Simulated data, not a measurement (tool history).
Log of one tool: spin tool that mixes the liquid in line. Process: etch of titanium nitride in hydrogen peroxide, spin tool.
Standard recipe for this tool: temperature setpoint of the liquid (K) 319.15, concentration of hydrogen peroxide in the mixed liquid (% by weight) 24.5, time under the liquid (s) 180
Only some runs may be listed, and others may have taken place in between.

| run | day | temperature setpoint of the liquid (K) | concentration of hydrogen peroxide in the mixed liquid (% by weight) | time under the liquid (s) | wafers since the last listed run | hours since the thermometer was replaced | hours since the peroxide flow meter was replaced | hours since the heated supply line was repaired | hours since the drum of peroxide was connected | hours since the gauge calibration | read-back film thickness of the titanium nitride reference wafer, read on the same gauge (nm) | thickness taken off the titanium nitride on a monitor wafer (nm) |
|---|---|---|---|---|---|---|---|---|---|---|---|---|
| 1 | 0 | 319.15 | 24.5 | 220 | 0 | 1135.5 | 1121.4 | 1437.6 | 494 | 396.3 | 100.14 | 7.36 |
| 2 | 2.754 | 319.15 | 24.5 | 180 | 480 | 1201.6 | 1187.5 | 1503.7 | 560.1 | 462.4 | 100.25 | 5.98 |
| 3 | 5.183 | 319.15 | 24.5 | 180 | 423 | 1259.9 | 1245.8 | 1562 | 618.4 | 520.7 | 100.3 | 6 |
| 4 | 6.354 | 319.15 | 24.5 | 260 | 204 | 1288 | 1273.9 | 1590.1 | 646.5 | 548.8 | 100.34 | 8.7 |
|  | 9.042 | new drum of peroxide connected |
| 5 | 9.062 | 319.15 | 24.5 | 260 | 465 | 1353 | 1338.9 | 1655.1 | 0.5 | 613.8 | 100.43 | 8.65 |
| 6 | 10.075 | 319.15 | 24.5 | 260 | 176 | 1377.3 | 1363.2 | 1679.4 | 24.8 | 638.1 | 100.5 | 8.63 |
| 7 | 12.346 | 315.65 | 24.5 | 180 | 396 | 1431.8 | 1417.7 | 1733.9 | 79.3 | 692.6 | 100.58 | 4.62 |
|  | 14.55 | heated supply line repaired |
| 8 | 15.296 | 319.15 | 20 | 180 | 507 | 1502.6 | 1488.5 | 17.9 | 150.1 | 763.4 | 100.74 | 5.77 |
| 9 | 16.904 | 319.15 | 24.5 | 230 | 280 | 1541.2 | 1527.1 | 56.5 | 188.7 | 802 | 100.82 | 7.77 |
| 10 | 19.892 | 319.15 | 19.5 | 85 | 521 | 1612.9 | 1598.8 | 128.2 | 260.4 | 873.7 | 101 | 2.72 |
| 11 | 21.679 | 310.15 | 27 | 225 | 311 | 1655.8 | 1641.7 | 171.1 | 303.3 | 916.6 | 101.17 | 3.89 |
| 12 | 23.629 | 323.15 | 24.5 | 180 | 340 | 1702.6 | 1688.5 | 217.9 | 350.1 | 963.4 | 101.24 | 8.1 |
|  | 23.708 | peroxide flow meter replaced |
| 13 | 26.012 | 319.15 | 28 | 145 | 408 | 1759.8 | 55.3 | 275.1 | 407.3 | 1020.6 | 101.42 | 5.03 |
| 14 | 27.8 | 322.65 | 24.5 | 180 | 311 | 1802.7 | 98.2 | 318 | 450.2 | 1063.5 | 101.53 | 7.8 |
| 15 | 29.879 | 319.15 | 24.5 | 180 | 362 | 1852.6 | 148.1 | 367.9 | 500.1 | 1113.4 | 101.71 | 6.1 |
| 16 | 31.733 | 327.15 | 18.5 | 85 | 323 | 1897.1 | 192.6 | 412.4 | 544.6 | 1157.9 | 101.83 | 4.81 |

Run 17 has not been measured yet. What should we expect?
|  | 34.471 | thermometer replaced |
|  | 36.967 | gauge calibrated |
| 17 | 37.562 | 327.65 | 17.5 | 245 | 1009 | 74.2 | 332.5 | 552.3 | 684.5 | 14.3 | ? | ? |

read-back film thickness of the titanium nitride reference wafer, read on the same gauge (nm): 99.98
thickness taken off the titanium nitride on a monitor wafer (nm): 13.93
On a tool with no hidden condition, and with the same random variation, this run would have come out at thickness taken off the titanium nitride on a monitor wafer (nm) 13.93.
